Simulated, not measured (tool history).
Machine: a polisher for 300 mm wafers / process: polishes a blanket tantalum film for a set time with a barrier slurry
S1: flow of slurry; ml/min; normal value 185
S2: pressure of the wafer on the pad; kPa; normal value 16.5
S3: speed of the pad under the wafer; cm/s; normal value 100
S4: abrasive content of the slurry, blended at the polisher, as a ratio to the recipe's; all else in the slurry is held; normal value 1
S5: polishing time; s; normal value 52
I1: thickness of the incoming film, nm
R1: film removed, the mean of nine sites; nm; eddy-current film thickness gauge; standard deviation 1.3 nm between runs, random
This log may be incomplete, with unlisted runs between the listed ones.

| run | hour | S1 | S2 | S3 | S4 | S5 | I1 | R1 |
|---|---|---|---|---|---|---|---|---|
| 1 | 0 | 185 | 16.5 | 126 | 1 | 52 | 299 | 117.4 |
| 2 | 297.3 | 185 | 16.5 | 100 | 1 | 52 | 298.6 | 97.6 |
| 3 | 374.6 | 185 | 16.5 | 100 | 1 | 52 | 297.1 | 100.8 |
| 4 | 415.3 | 185 | 16.5 | 100 | 1 | 52 | 300.8 | 98.5 |
| 5 | 465.3 | 185 | 16.5 | 100 | 1 | 52 | 296.4 | 101.7 |
| 6 | 573 | 185 | 16.5 | 82 | 1.2 | 52 | 298.1 | 94.1 |
| 7 | 627.3 | 185 | 16.5 | 82 | 1.2 | 52 | 295.9 | 92.6 |
| 8 | 703.7 | 185 | 16.5 | 82 | 1.2 | 52 | 300.1 | 91.8 |
| 9 | 794.7 | 135 | 20 | 100 | 1 | 52 | 300.4 | 110 |
| 10 | 900 | 135 | 20 | 100 | 1 | 52 | 299.5 | 108.7 |
| 11 | 951 | 135 | 20 | 100 | 1 | 52 | 302.3 | 107.4 |
| 12 | 1046.9 | 185 | 16.5 | 100 | 1 | 52 | 301.9 | 98.3 |
| 13 | 1091.3 | 185 | 16.5 | 100 | 1 | 52 | 303.2 | 98.1 |
| 14 | 1199.2 | 155 | 16.5 | 134 | 1 | 40 | 300.3 | 93.1 |
| 15 | 1248 | 185 | 16.5 | 100 | 1 | 52 | 299.5 | 99.2 |
| 16 | 1284.2 | 185 | 18.6 | 126 | 0.8 | 52 | 296.5 | 116 |
| 17 | 1385.6 | 185 | 11.7 | 116 | 1.2 | 52 | 295.9 | 89.2 |
| 18 | 1454.2 | 135 | 19.3 | 100 | 0.75 | 58 | 300.2 | 100.7 |
| 19 | 1514.8 | 185 | 16.5 | 100 | 1 | 52 | 297.1 | 96.4 |
| 20 | 1590.3 | 185 | 21.4 | 100 | 1 | 52 | 299.8 | 120.4 |
| 21 | 1685.9 | 185 | 13.8 | 122 | 1 | 61 | 296.5 | 115.1 |
| 22 | 1790.7 | 185 | 16.5 | 100 | 1 | 52 | 301.1 | 100.5 |
| 23 | 1868.7 | 185 | 16.5 | 100 | 1 | 52 | 303.7 | 98.7 |
| 24 | 1914.2 | 185 | 15.2 | 100 | 1 | 68 | 299.2 | 119.5 |
| 25 | 1988.1 | 210 | 16.5 | 100 | 1 | 52 | 301.4 | 103.1 |
| 26 | 2073.4 | 185 | 16.5 | 100 | 1 | 52 | 301 | 99.4 |
| 27 | 2169.2 | 185 | 17.9 | 100 | 1.2 | 36 | 295.8 | 78.5 |

Not shown here: 16 entries made in the log between runs. Locate each between two listed runs and compare the hidden state at the listed run before it with the hidden state at the listed run after it:
Between runs 1 and 2: worn pad replaced by a new one (hour 101.4)
  no difference in the tool's unlogged condition between these two runs
Between runs 2 and 3: slurry nozzle cleaned (hour 311.2); slurry blender recalibrated (hour 324.4)
  no difference in the tool's unlogged condition between these two runs
Between runs 5 and 6: head pressure recalibrated (hour 489.6)
  no difference in the tool's unlogged condition between these two runs
Between runs 6 and 7: worn pad replaced by a new one (hour 588.1)
  no difference in the tool's unlogged condition between these two runs
Between runs 8 and 9: slurry blender recalibrated (hour 765.9)
  no difference in the tool's unlogged condition between these two runs
Between runs 11 and 12: worn pad replaced by a new one (hour 977)
  no difference in the tool's unlogged condition between these two runs
Between runs 13 and 14: slurry nozzle cleaned (hour 1096.2)
  no difference in the tool's unlogged condition between these two runs
Between runs 15 and 16: slurry blender recalibrated (hour 1253.6)
  no difference in the tool's unlogged condition between these two runs
Between runs 16 and 17: head pressure recalibrated (hour 1306)
  no difference in the tool's unlogged condition between these two runs
Between runs 18 and 19: worn pad replaced by a new one (hour 1460.9)
  no difference in the tool's unlogged condition between these two runs
Between runs 21 and 22: slurry blender recalibrated (hour 1712.5)
  no difference in the tool's unlogged condition between these two runs
Between runs 22 and 23: slurry nozzle cleaned (hour 1797.6)
  no difference in the tool's unlogged condition between these two runs
Between runs 24 and 25: worn pad replaced by a new one (hour 1958.1)
  no difference in the tool's unlogged condition between these two runs
Between runs 26 and 27: head pressure recalibrated (hour 2118.4); slurry blender recalibrated (hour 2168.7)
  no difference in the tool's unlogged condition between these two runs
